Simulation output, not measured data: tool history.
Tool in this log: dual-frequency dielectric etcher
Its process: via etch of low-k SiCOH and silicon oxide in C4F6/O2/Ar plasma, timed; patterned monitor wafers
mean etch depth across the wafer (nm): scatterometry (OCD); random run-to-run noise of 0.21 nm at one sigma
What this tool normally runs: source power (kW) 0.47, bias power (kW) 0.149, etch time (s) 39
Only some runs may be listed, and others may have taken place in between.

run     day  source power (kW)  bias power (kW)  etch time (s)  wafers since the last listed run  hours since the last wet clean  hours since the last source power generator calibration  hours since the last bias power generator calibration  hours since the last upper electrode change  hours since the gauge calibration  read-back reference wafer on the same gauge, depth_nm  mean etch depth across the wafer (nm)
  1       0               0.47            0.149             39                                 0                           243.9                                                   3134.5                                                 2996.1                                       4044.2                              244.1                                                   96.6                                     95
  2   0.512               0.47            0.149             39                               202                           256.2                                                   3146.8                                                 3008.4                                       4056.5                              256.4                                                   96.6                                   94.7
  3   1.208                0.5            0.149           35.5                               274                           272.9                                                   3163.5                                                 3025.1                                       4073.2                              273.1                                                   96.7                                   89.6
  4   2.375               0.47            0.149             34                               461                           300.9                                                   3191.5                                                 3053.1                                       4101.2                              301.1                                                   96.6                                   83.1
  5   3.142               0.47            0.149             39                               302                           319.3                                                   3209.9                                                 3071.5                                       4119.6                              319.5                                                   96.7                                     95
  6   4.275               0.47            0.149             39                               447                           346.5                                                   3237.1                                                 3098.7                                       4146.8                              346.7                                                   96.6                                   95.4
  7     4.9               0.47            0.149           47.5                               246                           361.5                                                   3252.1                                                 3113.7                                       4161.8                              361.7                                                   96.5                                  116.7
      5.958  -- gauge calibrated
  8   6.062               0.47            0.136             39                               459                           389.4                                                     3280                                                 3141.6                                       4189.7                                2.5                                                   96.6                                     93
  9   6.875               0.47            0.136             39                               321                           408.9                                                   3299.5                                                 3161.1                                       4209.2                                 22                                                   96.6                                   93.4
 10    7.85               0.52            0.149             34                               385                           432.3                                                   3322.9                                                 3184.5                                       4232.6                               45.4                                                   96.6                                   88.2
 11    9.25               0.47            0.133             45                               553                           465.9                                                   3356.5                                                 3218.1                                       4266.2                                 79                                                   96.5                                  107.5
     10.433  -- wet clean of the chamber
 12  10.454               0.47            0.133             45                                80                             0.5                                                   3385.4                                                   3247                                       4295.1                              107.9                                                   96.6                                    105
 13  11.229               0.47            0.133             45                               306                            19.1                                                     3404                                                 3265.6                                       4313.7                              126.5                                                   96.6                                  105.3
     12.217  -- bias power generator calibrated
 14  12.238               0.47            0.114             39                               332                            43.3                                                   3428.2                                                    0.5                                       4337.9                              150.7                                                   96.6                                   88.3
     14.908  -- upper electrode replaced
 15  15.858               0.59            0.149             39                              1035                           130.2                                                   3515.1                                                   87.4                                         22.8                              237.6                                                   96.6                                  107.5

Run 16 has not been measured yet. What should we expect?
 16  17.171               0.42            0.174           34.5                               518                           161.7                                                   3546.6                                                  118.9                                         54.3                              269.1                                                      ?                                      ?

Run 16 yielded read-back reference wafer on the same gauge, depth_nm 96.6, mean etch depth across the wafer (nm) 81.4.
Had the tool carried no hidden state, the very same run would have given mean etch depth across the wafer (nm) 80.6.
